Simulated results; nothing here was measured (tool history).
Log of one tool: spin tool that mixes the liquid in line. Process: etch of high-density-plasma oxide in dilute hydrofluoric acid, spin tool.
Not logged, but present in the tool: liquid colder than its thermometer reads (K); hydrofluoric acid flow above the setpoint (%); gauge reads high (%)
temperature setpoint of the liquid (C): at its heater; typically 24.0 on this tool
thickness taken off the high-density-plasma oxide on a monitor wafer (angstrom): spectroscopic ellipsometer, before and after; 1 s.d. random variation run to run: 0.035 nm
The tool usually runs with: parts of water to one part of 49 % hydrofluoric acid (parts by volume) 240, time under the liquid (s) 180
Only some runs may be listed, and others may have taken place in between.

run	hour	temperature setpoint of the liquid (C)	parts of water to one part of 49 % hydrofluoric acid (parts by volume)	time under the liquid (s)	wafers since the last listed run	hours since the thermometer was replaced	hours since the hydrofluoric acid flow meter was replaced	hours since the gauge calibration	read-back film thickness of the high-density-plasma oxide reference wafer, read on the same gauge (nm)	thickness taken off the high-density-plasma oxide on a monitor wafer (angstrom)
1	0.0	22.0	320	180	0	638.6	222.8	52.5	129.99	32.8
2	17.8	27.0	240	215	102	656.4	240.6	70.3	130.02	67.8
3	29.6	27.0	240	215	68	668.2	252.4	82.1	129.98	67.6
4	45.7	27.0	240	215	92	684.3	268.5	98.2	130.01	67.6
5	62.4	21.5	240	180	96	701.0	285.2	114.9	130.01	45.8
6	69.5	24.0	240	255	40	708.1	292.3	122.0	129.99	71.4
7	86.2	24.0	240	120	96	724.8	309.0	138.7	130.00	33.7
8	96.7	24.0	240	120	60	735.3	319.5	149.2	130.02	33.5
9	103.4	24.0	240	120	38	742.0	326.2	155.9	130.03	33.8
10	121.0	24.0	280	180	101	759.6	343.8	173.5	129.96	41.5
11	128.6	24.0	280	180	43	767.2	351.4	181.1	130.01	41.6
12	137.1	24.0	280	180	49	775.7	359.9	189.6	130.00	41.8
# hour 150.2: gauge calibrated
13	150.4	24.0	240	180	76	789.0	373.2	0.2	129.98	51.0
# hour 166.0: hydrofluoric acid flow meter replaced
14	167.8	24.0	240	180	94	806.4	1.8	17.6	129.99	48.9
15	182.3	24.0	240	120	83	820.9	16.3	32.1	129.96	32.3
16	190.2	29.0	240	285	45	828.8	24.2	40.0	130.03	91.5

Expected results for the next run?
17	196.2	24.0	290	180	34	834.8	30.2	46.0	?	?

Run 17 yielded read-back film thickness of the high-density-plasma oxide reference wafer, read on the same gauge (nm) 129.99, thickness taken off the high-density-plasma oxide on a monitor wafer (angstrom) 38.6.
With the hidden condition absent and the run-to-run variation left alone, this run would have shown thickness taken off the high-density-plasma oxide on a monitor wafer (angstrom) 43.0.
